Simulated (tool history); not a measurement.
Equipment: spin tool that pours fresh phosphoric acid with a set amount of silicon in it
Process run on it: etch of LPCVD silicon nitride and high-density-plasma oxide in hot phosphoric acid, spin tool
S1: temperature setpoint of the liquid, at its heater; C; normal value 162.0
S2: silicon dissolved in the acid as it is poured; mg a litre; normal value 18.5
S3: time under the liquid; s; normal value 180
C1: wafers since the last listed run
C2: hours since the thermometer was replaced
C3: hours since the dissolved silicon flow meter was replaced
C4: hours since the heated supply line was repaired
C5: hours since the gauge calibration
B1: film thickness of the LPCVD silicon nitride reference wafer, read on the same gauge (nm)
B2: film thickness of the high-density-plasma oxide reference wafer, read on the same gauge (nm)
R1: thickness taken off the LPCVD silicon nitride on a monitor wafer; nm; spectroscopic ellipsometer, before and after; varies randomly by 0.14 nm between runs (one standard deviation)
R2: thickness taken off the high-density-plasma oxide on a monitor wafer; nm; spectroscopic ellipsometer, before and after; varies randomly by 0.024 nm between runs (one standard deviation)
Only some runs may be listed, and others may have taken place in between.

run,hour,S1,S2,S3,C1,C2,C3,C4,C5,B1,B2,R1,R2
1,0.0,162.0,18.5,180,0,2175.5,207.0,291.3,196.2,129.99,30.015,16.34,0.548
2,43.6,162.0,24.5,180,187,2219.1,250.6,334.9,239.8,130.03,30.001,16.49,0.443
3,92.0,162.0,24.5,180,208,2267.5,299.0,383.3,288.2,130.04,29.993,16.35,0.411
# hour 95.5: thermometer replaced
4,124.6,162.0,4.0,180,135,29.1,331.6,415.9,320.8,130.02,30.004,17.06,0.871
5,174.8,162.0,18.5,180,215,79.3,381.8,466.1,371.0,130.00,29.994,17.10,0.576
6,228.4,162.0,25.0,180,230,132.9,435.4,519.7,424.6,130.02,30.009,16.94,0.463
7,272.7,162.0,18.5,180,190,177.2,479.7,564.0,468.9,130.02,30.011,16.87,0.573
# hour 353.2: dissolved silicon flow meter replaced
8,394.4,163.5,4.0,180,518,298.9,41.2,685.7,590.6,129.98,30.000,17.60,0.881
9,448.7,162.0,18.5,180,233,353.2,95.5,740.0,644.9,130.03,29.977,16.73,0.547
10,506.5,161.0,26.5,140,248,411.0,153.3,797.8,702.7,129.99,30.002,12.52,0.321
11,547.9,159.5,10.0,180,178,452.4,194.7,839.2,744.1,130.01,29.963,15.41,0.506
12,588.3,162.0,18.5,240,173,492.8,235.1,879.6,784.5,130.00,29.982,22.03,0.701
13,649.6,162.0,18.5,70,263,554.1,296.4,940.9,845.8,130.00,29.986,6.52,0.190
14,698.3,160.0,27.5,140,209,602.8,345.1,989.6,894.5,130.00,29.986,12.17,0.264
15,723.5,163.5,7.5,180,108,628.0,370.3,1014.8,919.7,130.00,30.015,17.61,0.791
16,763.8,160.0,24.0,240,173,668.3,410.6,1055.1,960.0,130.02,29.959,20.65,0.511
17,796.6,159.0,18.5,275,141,701.1,443.4,1087.9,992.8,130.00,30.012,23.00,0.649
18,823.6,162.0,18.5,180,116,728.1,470.4,1114.9,1019.8,130.01,30.034,16.44,0.552
# hour 881.2: dissolved silicon flow meter replaced
19,886.1,162.0,18.5,180,264,790.6,4.9,1177.4,1082.3,129.99,29.973,16.59,0.558
20,925.5,164.5,5.0,135,169,830.0,44.3,1216.8,1121.7,130.01,30.012,13.35,0.681
21,964.0,161.0,6.5,120,165,868.5,82.8,1255.3,1160.2,129.99,30.001,10.54,0.424
22,1021.9,162.0,18.5,135,248,926.4,140.7,1313.2,1218.1,129.98,30.017,12.46,0.427

What if the next run were any one of these 3? Each begins from the tool's condition after run 22:
A,1022.4,162.0,18.5,180,2,926.9,141.2,1313.7,1218.6,?,?,?,?
B,1022.4,162.0,12.0,180,2,926.9,141.2,1313.7,1218.6,?,?,?,?
C,1022.4,162.0,8.0,180,2,926.9,141.2,1313.7,1218.6,?,?,?,?

run,B1,B2,R1,R2
A,130.00,29.981,16.46,0.516
B,130.00,29.981,16.46,0.608
C,130.00,29.981,16.46,0.664
The same runs, with their run-to-run variation unchanged, on a tool lacking any hidden condition would have given:
run,R1,R2
A,17.34,0.579
B,17.34,0.682
C,17.34,0.746
